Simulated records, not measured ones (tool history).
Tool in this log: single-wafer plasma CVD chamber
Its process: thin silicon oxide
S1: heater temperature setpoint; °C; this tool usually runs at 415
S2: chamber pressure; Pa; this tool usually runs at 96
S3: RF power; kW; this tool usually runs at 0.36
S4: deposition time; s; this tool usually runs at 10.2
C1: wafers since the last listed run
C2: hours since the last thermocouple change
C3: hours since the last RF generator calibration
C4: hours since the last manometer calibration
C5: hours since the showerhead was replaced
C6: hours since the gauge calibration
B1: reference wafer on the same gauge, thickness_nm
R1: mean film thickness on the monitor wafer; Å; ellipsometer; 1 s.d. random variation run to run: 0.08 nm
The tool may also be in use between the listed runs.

Run 1, hour 0: usual settings; C1 0; C2 710.3; C3 1503.5; C4 889.2; C5 5364.8; C6 92.9; B1 14.82. Result: R1 192.47 Å.
Run 2, hour 33.2: usual settings; C1 908; C2 743.5; C3 1536.7; C4 922.4; C5 5398; C6 126.1; B1 14.785. Result: R1 191.9 Å.
Run 3, hour 66.4: usual settings; C1 908; C2 776.7; C3 1569.9; C4 955.6; C5 5431.2; C6 159.3; B1 14.832. Result: R1 193.31 Å.
Run 4, hour 85.5: usual settings; C1 522; C2 795.8; C3 1589; C4 974.7; C5 5450.3; C6 178.4; B1 14.81. Result: R1 192.14 Å.
At hour 115.9: RF generator calibrated.
Run 5, hour 120.5: usual settings but S1 408 °C, S2 90.5 Pa; C1 738; C2 830.8; C3 4.6; C4 1009.7; C5 5485.3; C6 213.4; B1 14.801. Result: R1 184.47 Å.
Run 6, hour 135.7: usual settings but S2 108.8 Pa; C1 415; C2 846; C3 19.8; C4 1024.9; C5 5500.5; C6 228.6; B1 14.767. Result: R1 209.85 Å.
Run 7, hour 159.8: usual settings but S2 108.8 Pa; C1 659; C2 870.1; C3 43.9; C4 1049; C5 5524.6; C6 252.7; B1 14.797. Result: R1 211.45 Å.
At hour 173.6: capacitance manometer re-zeroed and calibrated.
Run 8, hour 179.5: usual settings; C1 320; C2 889.8; C3 63.6; C4 5.9; C5 5544.3; C6 272.4; B1 14.797. Result: R1 182.34 Å.
Run 9, hour 191.6: usual settings but S1 409 °C, S2 84.1 Pa, S3 0.38 kW, S4 11.9 s; C1 331; C2 901.9; C3 75.7; C4 18; C5 5556.4; C6 284.5; B1 14.826. Result: R1 197.14 Å.
At hour 202.4: thermocouple changed; heater temperature recalibrated.
Run 10, hour 214.7: usual settings but S1 410 °C; C1 413; C2 12.3; C3 98.8; C4 41.1; C5 5579.5; C6 307.6; B1 14.824. Result: R1 181.75 Å.
Run 11, hour 242.9: usual settings but S1 404 °C, S3 0.4 kW; C1 771; C2 40.5; C3 127; C4 69.3; C5 5607.7; C6 335.8; B1 14.798. Result: R1 190.21 Å.
At hour 252.1: showerhead replaced.
Run 12, hour 271: usual settings but S3 0.295 kW, S4 8.7 s; C1 549; C2 68.6; C3 155.1; C4 97.4; C5 18.9; C6 363.9; B1 14.775. Result: R1 147.13 Å.
Run 13, hour 289.8: usual settings but S2 108.1 Pa, S3 0.295 kW, S4 9.5 s; C1 514; C2 87.4; C3 173.9; C4 116.2; C5 37.7; C6 382.7; B1 14.762. Result: R1 175.3 Å.
At hour 300: gauge calibrated.
Run 14, hour 310.7: usual settings but S2 82.9 Pa, S3 0.305 kW, S4 8.3 s; C1 571; C2 108.3; C3 194.8; C4 137.1; C5 58.6; C6 10.7; B1 14.802. Result: R1 128.75 Å.
Run 15, hour 346.3: usual settings; C1 974; C2 143.9; C3 230.4; C4 172.7; C5 94.2; C6 46.3; B1 14.816. Result: R1 183.92 Å.
Run 16, hour 361.1: usual settings but S1 420 °C, S2 111.9 Pa; C1 404; C2 158.7; C3 245.2; C4 187.5; C5 109; C6 61.1; B1 14.798. Result: R1 206.05 Å.
Run 17, hour 376.2: usual settings but S2 79.7 Pa, S3 0.43 kW, S4 8.3 s; C1 413; C2 173.8; C3 260.3; C4 202.6; C5 124.1; C6 76.2; B1 14.79. Result: R1 136.98 Å.

Hidden state at the last listed run before each entry between runs and at the first one after, where it differs:
Runs 4 to 5: RF generator calibrated (hour 115.9)
  true pressure above the setpoint (%): 7.5 -> 7.78
  measured minus no-state result, R1: +9.94 -> +10.06 Å
Runs 7 to 8: capacitance manometer re-zeroed and calibrated (hour 173.6)
  true pressure above the setpoint (%): 8.11 -> -1.03
  measured minus no-state result, R1: +10.83 -> -1.4 Å
Runs 9 to 10: thermocouple changed; heater temperature recalibrated (hour 202.4)
  true pressure above the setpoint (%): -0.926 -> -0.735
  measured minus no-state result, R1: -1.42 -> -0.99 Å
Runs 11 to 12: showerhead replaced (hour 252.1)
  true pressure above the setpoint (%): -0.502 -> -0.269
  measured minus no-state result, R1: -0.71 -> -0.29 Å
Runs 13 to 14: gauge calibrated (hour 300)
  true pressure above the setpoint (%): -0.114 -> 0.0591
  measured minus no-state result, R1: -0.14 -> +0.06 Å

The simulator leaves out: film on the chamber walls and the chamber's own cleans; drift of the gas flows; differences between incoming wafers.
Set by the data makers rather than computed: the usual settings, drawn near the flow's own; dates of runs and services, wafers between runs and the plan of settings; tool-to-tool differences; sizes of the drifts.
